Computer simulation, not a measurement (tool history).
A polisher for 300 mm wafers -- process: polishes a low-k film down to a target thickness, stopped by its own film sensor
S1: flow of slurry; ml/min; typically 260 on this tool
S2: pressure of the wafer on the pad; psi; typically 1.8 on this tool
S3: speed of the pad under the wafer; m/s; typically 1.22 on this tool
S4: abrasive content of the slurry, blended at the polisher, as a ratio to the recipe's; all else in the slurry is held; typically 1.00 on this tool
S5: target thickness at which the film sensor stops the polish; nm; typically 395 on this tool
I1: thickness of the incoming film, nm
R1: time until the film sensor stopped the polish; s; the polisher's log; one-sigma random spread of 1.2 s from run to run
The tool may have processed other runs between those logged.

Run 1, hour 0.0: usual settings; I1 432.2. Result: R1 93.7 s.
Run 2, hour 27.7: usual settings but S5 390 nm; I1 437.1. Result: R1 123.3 s.
Run 3, hour 48.0: usual settings but S5 390 nm; I1 446.7. Result: R1 145.6 s.
At hour 61.6: worn pad replaced by a new one.
At hour 125.4: slurry nozzle cleaned.
At hour 140.8: slurry blender recalibrated, repeated, since the last time left the tool worse.
Run 4, hour 155.7: usual settings; I1 446.3. Result: R1 103.9 s.
Run 5, hour 182.6: usual settings but S3 1.58 m/s; I1 442.8. Result: R1 82.6 s.
Run 6, hour 195.2: usual settings but S1 180 ml/min, S2 2.4 psi, S4 1.25, S5 380 nm; I1 433.4. Result: R1 80.7 s.
Run 7, hour 227.3: usual settings but S5 401 nm; I1 439.1. Result: R1 80.4 s.
Run 8, hour 261.7: usual settings but S2 2.0 psi, S3 0.84 m/s, S4 1.30, S5 387 nm; I1 437.4. Result: R1 111.9 s.
At hour 268.8: conditioning disc replaced and pad reconditioned.
At hour 288.3: worn pad replaced by a new one.
Run 9, hour 294.4: usual settings but S1 335 ml/min, S4 0.80; I1 437.3. Result: R1 96.0 s.
Run 10, hour 310.0: usual settings but S1 235 ml/min, S2 2.3 psi, S4 0.70, S5 402 nm; I1 444.2. Result: R1 86.9 s.
Run 11, hour 326.3: usual settings but S1 170 ml/min; I1 432.1. Result: R1 83.8 s.
Run 12, hour 339.9: usual settings but S2 1.4 psi, S3 0.94 m/s, S4 1.30, S5 407 nm; I1 443.0. Result: R1 109.7 s.
At hour 355.8: slurry blender recalibrated.
Run 13, hour 374.3: usual settings but S4 1.10, S5 409 nm; I1 435.0. Result: R1 51.1 s.

Forecast run 14:
Run 14, hour 396.8: usual settings but S3 1.42 m/s; I1 435.3. Result: R1 ?.

R1: 73.3 s
Without the tool's hidden state the same run would have given R1 71.6 s.

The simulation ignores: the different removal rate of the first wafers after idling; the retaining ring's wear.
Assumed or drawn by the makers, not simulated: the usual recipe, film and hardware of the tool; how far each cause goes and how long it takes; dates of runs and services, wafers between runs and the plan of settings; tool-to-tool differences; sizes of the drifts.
